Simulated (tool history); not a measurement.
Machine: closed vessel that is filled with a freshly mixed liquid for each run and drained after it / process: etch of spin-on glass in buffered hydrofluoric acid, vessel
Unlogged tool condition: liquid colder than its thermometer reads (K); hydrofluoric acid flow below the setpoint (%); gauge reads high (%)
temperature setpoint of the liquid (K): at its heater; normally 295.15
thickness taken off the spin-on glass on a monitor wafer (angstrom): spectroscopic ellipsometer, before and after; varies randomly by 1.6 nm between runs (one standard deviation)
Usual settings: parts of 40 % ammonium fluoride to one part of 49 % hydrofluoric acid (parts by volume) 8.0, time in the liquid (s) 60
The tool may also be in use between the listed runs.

run      day  temperature setpoint of the liquid (K)  parts of 40 % ammonium fluoride to one part of 49 % hydrofluoric acid (parts by volume)  time in the liquid (s)  wafers since the last listed run  hours since the thermometer was replaced  hours since the hydrofluoric acid flow meter was replaced  hours since the gauge calibration  read-back film thickness of the spin-on glass reference wafer, read on the same gauge (nm)  thickness taken off the spin-on glass on a monitor wafer (angstrom)
  1    0.000                                  295.15                                                                                      8.0                      60                                 0                                     748.7                                                     1057.4                             3325.5                                                                                      134.62                                                               2765.5
  2    1.850                                  295.15                                                                                      8.0                      70                              4526                                     793.1                                                     1101.8                             3369.9                                                                                      134.68                                                               3192.3
  3    4.888                                  295.15                                                                                      8.0                      60                              7432                                     866.0                                                     1174.7                             3442.8                                                                                      134.77                                                               2756.6
      12.808  -- hydrofluoric acid flow meter replaced
  4   13.304                                  295.15                                                                                      8.0                      60                             20492                                    1068.0                                                       11.9                             3644.8                                                                                      135.04                                                               2764.1
  5   17.729                                  294.15                                                                                      8.0                      70                             10827                                    1174.2                                                      118.1                             3751.0                                                                                      135.15                                                               3060.1
      17.738  -- gauge calibrated
  6   20.938                                  295.15                                                                                      8.0                      60                              7850                                    1251.2                                                      195.1                               76.8                                                                                      129.90                                                               2655.5
  7   23.950                                  295.15                                                                                      8.0                      60                              7371                                    1323.5                                                      267.4                              149.1                                                                                      129.99                                                               2645.5
  8   28.358                                  295.15                                                                                      8.0                      60                             10786                                    1429.3                                                      373.2                              254.9                                                                                      130.15                                                               2661.3
  9   32.362                                  297.65                                                                                      6.0                      95                              9797                                    1525.4                                                      469.3                              351.0                                                                                      130.28                                                               6400.1
 10   34.850                                  297.15                                                                                      5.5                      75                              6086                                    1585.1                                                      529.0                              410.7                                                                                      130.34                                                               5261.0
 11   38.825                                  292.15                                                                                      5.5                      95                              9726                                    1680.5                                                      624.4                              506.1                                                                                      130.47                                                               5105.1
 12   42.925                                  295.15                                                                                      8.0                      60                             10032                                    1778.9                                                      722.8                              604.5                                                                                      130.59                                                               2692.6
 13   46.133                                  297.15                                                                                      5.5                      75                              7850                                    1855.9                                                      799.8                              681.5                                                                                      130.71                                                               5263.0
 14   48.950                                  295.15                                                                                      9.0                      35                              6892                                    1923.5                                                      867.4                              749.1                                                                                      130.80                                                               1363.4
 15   51.192                                  290.15                                                                                      7.0                      80                              5485                                    1977.3                                                      921.2                              802.9                                                                                      130.85                                                               3123.4
 16   53.250                                  292.65                                                                                      8.0                      80                              5036                                    2026.7                                                      970.6                              852.3                                                                                      130.91                                                               3085.6
      59.350  -- hydrofluoric acid flow meter replaced
      61.096  -- thermometer replaced
 17   65.183                                  295.15                                                                                     10.5                      60                             28995                                      98.1                                                      140.0                             1138.7                                                                                      131.30                                                               2114.5
 18   68.067                                  295.15                                                                                      8.0                      60                              7055                                     167.3                                                      209.2                             1207.9                                                                                      131.39                                                               2669.7
 19   71.200                                  295.15                                                                                      8.0                      70                              7666                                     242.5                                                      284.4                             1283.1                                                                                      131.50                                                               3159.2
 20   75.238                                  295.15                                                                                      8.0                      60                              9879                                     339.4                                                      381.3                             1380.0                                                                                      131.62                                                               2694.6
 21   79.642                                  295.15                                                                                      5.0                      80                             10776                                     445.1                                                      487.0                             1485.7                                                                                      131.75                                                               5608.8
 22   82.583                                  293.65                                                                                     10.0                      30                              7198                                     515.7                                                      557.6                             1556.3                                                                                      131.85                                                               1027.9
 23   86.204                                  295.15                                                                                      8.0                      60                              8859                                     602.6                                                      644.5                             1643.2                                                                                      131.96                                                               2696.6
 24   88.533                                  298.65                                                                                      8.0                      50                              5699                                     658.5                                                      700.4                             1699.1                                                                                      132.02                                                               2735.5
 25   91.625                                  297.65                                                                                      8.0                      60                              7565                                     732.7                                                      774.6                             1773.3                                                                                      132.14                                                               3095.7
 26   95.738                                  291.65                                                                                      8.0                      60                             10062                                     831.4                                                      873.3                             1872.0                                                                                      132.25                                                               2224.5
 27   98.212                                  295.15                                                                                      8.0                      60                              6056                                     890.8                                                      932.7                             1931.4                                                                                      132.31                                                               2710.3
 28  101.238                                  295.15                                                                                      8.0                      60                              7401                                     963.4                                                     1005.3                             2004.0                                                                                      132.45                                                               2694.4
 29  104.192                                  295.15                                                                                      8.0                      45                              7228                                    1034.3                                                     1076.2                             2074.9                                                                                      132.53                                                               2034.6
 30  107.825                                  297.15                                                                                      5.5                      75                              8890                                    1121.5                                                     1163.4                             2162.1                                                                                      132.64                                                               5364.6
 31  112.062                                  292.65                                                                                      7.0                      50                             10368                                    1223.2                                                     1265.1                             2263.8                                                                                      132.80                                                               2278.9
 32  114.296                                  295.15                                                                                      8.0                      60                              5464                                    1276.8                                                     1318.7                             2317.4                                                                                      132.87                                                               2735.0

Table of differences, measured result less the result of that run with no hidden state. Run-to-run variation is the same in both. Gauge scatter possibly is not:
run  thickness taken off the spin-on glass on a monitor wafer (angstrom)
  1                                                                +94.8
  2                                                               +110.7
  3                                                                +97.5
  4                                                               +103.0
  5                                                               +117.1
  6                                                                 -2.0
  7                                                                 -0.1
  8                                                                 +2.8
  9                                                                +12.9
 10                                                                +13.8
 11                                                                +18.3
 12                                                                +12.3
 13                                                                +28.1
 14                                                                 +8.2
 15                                                                +20.5
 16                                                                +21.7
 17                                                                +20.9
 18                                                                +28.2
 19                                                                +35.8
 20                                                                +33.0
 21                                                                +74.7
 22                                                                +14.4
 23                                                                +40.1
 24                                                                +42.1
 25                                                                +49.9
 26                                                                +38.0
 27                                                                +47.9
 28                                                                +49.5
 29                                                                +38.8
 30                                                               +107.0
 31                                                                +47.7
 32                                                                +58.7
